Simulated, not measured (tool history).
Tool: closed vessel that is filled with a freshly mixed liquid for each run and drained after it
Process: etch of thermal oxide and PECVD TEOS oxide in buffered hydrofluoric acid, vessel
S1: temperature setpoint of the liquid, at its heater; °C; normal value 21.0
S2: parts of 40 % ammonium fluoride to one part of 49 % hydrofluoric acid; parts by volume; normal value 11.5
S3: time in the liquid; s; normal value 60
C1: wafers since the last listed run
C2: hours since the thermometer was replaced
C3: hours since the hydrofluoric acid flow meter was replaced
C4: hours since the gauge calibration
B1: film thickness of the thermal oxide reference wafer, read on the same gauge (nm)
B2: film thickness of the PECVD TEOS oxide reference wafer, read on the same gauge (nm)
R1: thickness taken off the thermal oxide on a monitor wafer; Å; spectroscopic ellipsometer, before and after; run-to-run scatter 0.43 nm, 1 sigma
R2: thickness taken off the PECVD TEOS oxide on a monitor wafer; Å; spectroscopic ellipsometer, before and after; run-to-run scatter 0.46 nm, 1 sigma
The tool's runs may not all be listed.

run 1 day=0.000 | S1=21.0 S2=11.5 S3=60 | C1=0 C2=800.8 C3=977.3 C4=1090.8 | B1=80.02 B2=80.00 | R1=487.7 R2=990.0
run 2 day=1.100 | S1=21.0 S2=11.5 S3=60 | C1=3488 C2=827.2 C3=1003.7 C4=1117.2 | B1=79.99 B2=80.00 | R1=495.9 R2=988.1
run 3 day=3.196 | S1=21.0 S2=13.5 S3=60 | C1=6647 C2=877.5 C3=1054.0 C4=1167.5 | B1=79.99 B2=80.03 | R1=422.4 R2=852.2
-- day=3.367 thermometer replaced
run 4 day=4.271 | S1=21.0 S2=13.5 S3=60 | C1=3277 C2=21.7 C3=1079.8 C4=1193.3 | B1=80.00 B2=79.99 | R1=417.8 R2=847.9
run 5 day=6.733 | S1=21.0 S2=13.5 S3=60 | C1=7809 C2=80.8 C3=1138.9 C4=1252.4 | B1=79.98 B2=80.00 | R1=419.8 R2=853.3
-- day=7.467 hydrofluoric acid flow meter replaced
run 6 day=9.350 | S1=20.0 S2=13.0 S3=60 | C1=8166 C2=143.6 C3=45.2 C4=1315.2 | B1=80.00 B2=80.02 | R1=439.7 R2=873.2
run 7 day=11.392 | S1=20.0 S2=13.0 S3=60 | C1=6475 C2=192.6 C3=94.2 C4=1364.2 | B1=79.98 B2=80.00 | R1=439.7 R2=880.1
run 8 day=16.021 | S1=20.0 S2=13.0 S3=60 | C1=14681 C2=303.7 C3=205.3 C4=1475.3 | B1=80.00 B2=79.97 | R1=443.5 R2=879.6
run 9 day=18.379 | S1=25.5 S2=11.5 S3=60 | C1=7479 C2=360.3 C3=261.9 C4=1531.9 | B1=80.00 B2=80.01 | R1=671.8 R2=1364.2
run 10 day=20.483 | S1=25.5 S2=10.0 S3=40 | C1=6673 C2=410.8 C3=312.4 C4=1582.4 | B1=79.99 B2=80.01 | R1=488.6 R2=1004.8
run 11 day=22.567 | S1=19.0 S2=7.5 S3=80 | C1=6607 C2=460.8 C3=362.4 C4=1632.4 | B1=80.00 B2=79.99 | R1=936.6 R2=1892.9
run 12 day=23.754 | S1=21.0 S2=11.5 S3=60 | C1=3766 C2=489.3 C3=390.9 C4=1660.9 | B1=80.03 B2=79.97 | R1=527.7 R2=1053.7
-- day=24.783 hydrofluoric acid flow meter replaced, repeated, since the last time left the tool worse
run 13 day=25.979 | S1=18.0 S2=15.0 S3=60 | C1=6924 C2=542.7 C3=28.7 C4=1714.3 | B1=80.00 B2=80.01 | R1=308.6 R2=622.2
-- day=28.258 gauge calibrated
run 14 day=28.471 | S1=18.0 S2=7.5 S3=70 | C1=7902 C2=602.5 C3=88.5 C4=5.1 | B1=80.02 B2=79.99 | R1=688.4 R2=1418.7
run 15 day=31.358 | S1=17.5 S2=15.0 S3=60 | C1=9157 C2=671.8 C3=157.8 C4=74.4 | B1=80.00 B2=79.99 | R1=297.3 R2=601.5
run 16 day=33.004 | S1=21.0 S2=15.0 S3=60 | C1=5219 C2=711.3 C3=197.3 C4=113.9 | B1=79.99 B2=80.00 | R1=364.4 R2=738.2
run 17 day=35.354 | S1=21.0 S2=11.5 S3=60 | C1=7453 C2=767.7 C3=253.7 C4=170.3 | B1=80.00 B2=80.00 | R1=478.9 R2=967.0
run 18 day=36.725 | S1=22.5 S2=7.0 S3=60 | C1=4347 C2=800.6 C3=286.6 C4=203.2 | B1=80.01 B2=80.01 | R1=836.1 R2=1667.4
run 19 day=37.942 | S1=21.0 S2=13.5 S3=60 | C1=3858 C2=829.8 C3=315.8 C4=232.4 | B1=79.99 B2=79.98 | R1=415.9 R2=819.1
-- day=39.150 thermometer replaced
run 20 day=39.821 | S1=18.0 S2=11.5 S3=75 | C1=5827 C2=16.1 C3=360.9 C4=277.5 | B1=80.02 B2=80.02 | R1=501.5 R2=1025.7
run 21 day=42.496 | S1=21.0 S2=13.5 S3=60 | C1=8483 C2=80.3 C3=425.1 C4=341.7 | B1=79.98 B2=79.97 | R1=415.7 R2=835.3
run 22 day=45.179 | S1=21.0 S2=11.5 S3=45 | C1=8510 C2=144.7 C3=489.5 C4=406.1 | B1=80.02 B2=79.98 | R1=358.6 R2=732.8
run 23 day=47.567 | S1=19.0 S2=15.5 S3=60 | C1=7572 C2=202.0 C3=546.8 C4=463.4 | B1=80.01 B2=80.01 | R1=321.7 R2=652.1
run 24 day=49.517 | S1=17.5 S2=15.5 S3=90 | C1=6184 C2=248.8 C3=593.6 C4=510.2 | B1=80.02 B2=80.00 | R1=449.5 R2=901.7
run 25 day=52.867 | S1=21.0 S2=9.0 S3=60 | C1=10624 C2=329.2 C3=674.0 C4=590.6 | B1=79.99 B2=80.00 | R1=597.6 R2=1207.0
run 26 day=53.950 | S1=21.0 S2=13.0 S3=60 | C1=3435 C2=355.2 C3=700.0 C4=616.6 | B1=80.00 B2=79.98 | R1=433.3 R2=880.3

4 ways to go on from here, each from the tool as it stands after run 26. What would each give?
run A day=53.979 | S1=21.0 S2=11.5 S3=60 | C1=92 C2=355.9 C3=700.7 C4=617.3 | B1=? B2=? | R1=? R2=?
run B day=53.979 | S1=17.0 S2=14.0 S3=85 | C1=92 C2=355.9 C3=700.7 C4=617.3 | B1=? B2=? | R1=? R2=?
run C day=53.979 | S1=19.5 S2=14.0 S3=50 | C1=92 C2=355.9 C3=700.7 C4=617.3 | B1=? B2=? | R1=? R2=?
run D day=53.979 | S1=19.0 S2=13.5 S3=40 | C1=92 C2=355.9 C3=700.7 C4=617.3 | B1=? B2=? | R1=? R2=?

run=A B1=79.99 B2=79.97 R1=479.5 R2=976.0
run=B B1=79.99 B2=79.97 R1=447.2 R2=910.2
run=C B1=79.99 B2=79.97 R1=303.1 R2=616.9
run=D B1=79.99 B2=79.97 R1=244.3 R2=497.3
Take away the tool's hidden state, keep each run's random variation, and the runs would have read:
run=A R1=457.9 R2=932.0
run=B R1=426.9 R2=868.9
run=C R1=289.4 R2=589.0
run=D R1=233.2 R2=474.7
